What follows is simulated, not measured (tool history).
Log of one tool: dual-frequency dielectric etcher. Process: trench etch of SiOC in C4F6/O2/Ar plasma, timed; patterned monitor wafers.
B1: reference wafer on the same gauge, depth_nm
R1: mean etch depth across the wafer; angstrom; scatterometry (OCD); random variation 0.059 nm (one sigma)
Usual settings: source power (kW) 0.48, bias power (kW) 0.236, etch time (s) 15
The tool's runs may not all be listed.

{"run": 1, "day": 0.0, "source power (kW)": 0.41, "bias power (kW)": 0.191, "etch time (s)": 15, "B1": 33.3, "R1": 342.7}
{"run": 2, "day": 0.688, "source power (kW)": 0.41, "bias power (kW)": 0.191, "etch time (s)": 15, "B1": 33.3, "R1": 341.5}
{"run": 3, "day": 1.296, "source power (kW)": 0.41, "bias power (kW)": 0.191, "etch time (s)": 15, "B1": 33.3, "R1": 343.4}
{"day": 1.562, "done": "gauge calibrated"}
{"run": 4, "day": 2.021, "source power (kW)": 0.48, "bias power (kW)": 0.236, "etch time (s)": 15, "B1": 33.31, "R1": 390.9}
{"run": 5, "day": 2.458, "source power (kW)": 0.48, "bias power (kW)": 0.236, "etch time (s)": 15, "B1": 33.3, "R1": 390.1}
{"run": 6, "day": 3.596, "source power (kW)": 0.48, "bias power (kW)": 0.236, "etch time (s)": 15, "B1": 33.29, "R1": 390.8}
{"day": 4.975, "done": "source power generator calibrated"}
{"day": 5.038, "done": "wet clean of the chamber"}
{"day": 6.054, "done": "upper electrode replaced"}
{"run": 7, "day": 6.075, "source power (kW)": 0.48, "bias power (kW)": 0.236, "etch time (s)": 15, "B1": 33.29, "R1": 395.2}
{"run": 8, "day": 6.088, "source power (kW)": 0.48, "bias power (kW)": 0.236, "etch time (s)": 12.5, "B1": 33.3, "R1": 329.1}
{"run": 9, "day": 6.104, "source power (kW)": 0.48, "bias power (kW)": 0.236, "etch time (s)": 12.5, "B1": 33.3, "R1": 328.1}
{"run": 10, "day": 6.117, "source power (kW)": 0.54, "bias power (kW)": 0.236, "etch time (s)": 15, "B1": 33.3, "R1": 421.9}
{"run": 11, "day": 6.383, "source power (kW)": 0.48, "bias power (kW)": 0.236, "etch time (s)": 15, "B1": 33.31, "R1": 394.3}
{"run": 12, "day": 6.8, "source power (kW)": 0.48, "bias power (kW)": 0.236, "etch time (s)": 15, "B1": 33.29, "R1": 394.5}
{"run": 13, "day": 7.488, "source power (kW)": 0.48, "bias power (kW)": 0.236, "etch time (s)": 15, "B1": 33.31, "R1": 393.3}
{"day": 8.183, "done": "bias power generator calibrated"}
{"run": 14, "day": 8.746, "source power (kW)": 0.43, "bias power (kW)": 0.236, "etch time (s)": 17.5, "B1": 33.31, "R1": 430.2}
{"run": 15, "day": 9.017, "source power (kW)": 0.43, "bias power (kW)": 0.236, "etch time (s)": 17.5, "B1": 33.29, "R1": 430.6}

Run 16 comes next. What will it give?
{"run": 16, "day": 9.425, "source power (kW)": 0.43, "bias power (kW)": 0.284, "etch time (s)": 14, "B1": "?", "R1": "?"}

B1: 33.3
R1: 358.1 angstrom
Without the tool's hidden state the same run would have given R1 359.4 angstrom.
